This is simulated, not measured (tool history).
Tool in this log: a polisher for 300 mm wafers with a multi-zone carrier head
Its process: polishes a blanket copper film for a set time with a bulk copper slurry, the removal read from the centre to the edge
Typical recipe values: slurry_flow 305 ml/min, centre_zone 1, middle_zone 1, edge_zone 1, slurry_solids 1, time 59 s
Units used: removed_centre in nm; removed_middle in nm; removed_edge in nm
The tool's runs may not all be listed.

run	day	slurry_flow	centre_zone	middle_zone	edge_zone	slurry_solids	time	wafers since the last listed run	wafers polished on this pad	hours since the slurry nozzle was cleaned	hours since the centre zone pressure was calibrated	hours since the edge zone pressure was calibrated	hours since the carrier head's membrane was replaced	incoming thickness of the incoming film, nm	removed_centre	removed_middle	removed_edge
1	0	305	1	1	1	1	59	0	1038	79.7	397	401.5	1759	2574.2	718.8	705.9	729.5
# day 2.096: worn pad replaced by a new one
2	2.392	305	1	0.97	1	1	59	363	48	137.1	454.4	458.9	1816.4	2553.1	737.7	715.1	758.9
3	4.55	305	1	0.97	1	1	59	353	401	188.9	506.2	510.7	1868.2	2526	720.9	717.1	746.8
4	6.867	305	1	0.97	1	1	59	378	780	244.5	561.8	566.3	1923.8	2563.9	706.1	704	735.8
5	8.054	305	0.92	1	1	1	59	194	974	273	590.3	594.8	1952.3	2545.6	649.4	688.9	726.9
6	9.583	305	0.92	1	1	1	59	250	1224	309.7	627	631.5	1989	2527	646.5	691.9	732.6
# day 9.792: worn pad replaced by a new one
7	11.154	305	1	1	1	1	59	229	223	347.4	664.7	669.2	2026.7	2532.2	637.1	643.8	668.9
# day 12.117: slurry nozzle cleaned
8	12.546	305	1	1	1	1	59	220	443	10.3	698.1	702.6	2060.1	2533.7	657	638.6	666.5
# day 16.512: worn pad replaced by a new one, repeated, since the last time left the tool worse
# day 16.817: carrier head's membrane replaced by a new one
9	17.438	235	1	1	1	1	59	738	116	127.7	815.5	820	14.9	2546.1	698.6	709.9	719.4
10	20.267	235	1	1	1	1	59	462	579	195.6	883.4	887.9	82.8	2560.2	691.9	695.5	712.6
# day 24.654: centre zone pressure recalibrated
# day 25.1: worn pad replaced by a new one
11	25.771	305	1	0.97	1	1	59	859	109	327.7	26.8	1020	214.9	2518	732.8	715.6	745.6
12	27.483	305	1	1	0.96	0.7	59	280	389	368.8	67.9	1061.1	256	2543.2	689.8	678.9	687.3
# day 28.204: slurry nozzle cleaned
13	28.738	305	1.04	1.11	0.91	1	59	198	588	12.8	98	1091.2	286.1	2585.9	739.6	754.2	705.1
14	31.675	305	1	1	1	1	78	480	1068	83.3	168.5	1161.7	356.6	2535.7	939.7	916.4	958.6
15	33.5	305	1	1	1	1	59	298	1367	127.1	212.3	1205.5	400.4	2539.9	673.9	669	705.5
# day 33.742: edge zone pressure recalibrated
# day 33.767: worn pad replaced by a new one
16	35.158	305	1	1	0.88	1	69	252	227	166.9	252.1	34	440.2	2566.8	867.8	853.8	848.9
17	36.342	375	1	1	1	1	59	193	420	195.3	280.5	62.4	468.6	2511.2	747	739.4	761.1
18	39.275	305	1	1	1	1	59	479	900	265.7	350.9	132.8	539	2536.4	730.3	707.6	737.5
19	40.421	410	1.04	1	1	1	45	187	1088	293.2	378.4	160.3	566.5	2533.8	583.8	556.3	550.7
# day 41.262: worn pad replaced by a new one
20	42.858	305	0.91	1	1	0.7	74	371	261	351.7	436.9	218.8	625	2574.2	791.3	866	885.8

Below, some changes in removed_centre between adjacent runs. For each, the amount present without the hidden state too (settings, incoming material, random variation) and the amount remaining for the hidden state with gauge scatter not shared by both compared results:
Unlogged tool condition in this case: removal rate lost through wear of the pad, %; slurry flow missing at the pad, %; deviation of the centre zone's pressure from its setpoint, %; deviation of the edge zone's pressure from its setpoint, %.
Run 8 -> 9: slurry_flow 305 -> 235, worn pad replaced by a new one, repeated, since the last time left the tool worse, carrier head's membrane replaced by a new one. removed_centre +41.6 nm: hidden state +84.1, all else -42.5.
Run 14 -> 15: time 78 -> 59. removed_centre -265.8 nm: hidden state -5.5, all else -260.3.
Run 15 -> 16: edge_zone 1 -> 0.88, time 59 -> 69, edge zone pressure recalibrated, worn pad replaced by a new one. removed_centre +193.9 nm: hidden state +48.7, all else +145.2.
Run 19 -> 20: slurry_flow 410 -> 305, centre_zone 1.04 -> 0.91, slurry_solids 1 -> 0.7, time 45 -> 74, worn pad replaced by a new one. removed_centre +207.5 nm: hidden state +21, all else +186.5.
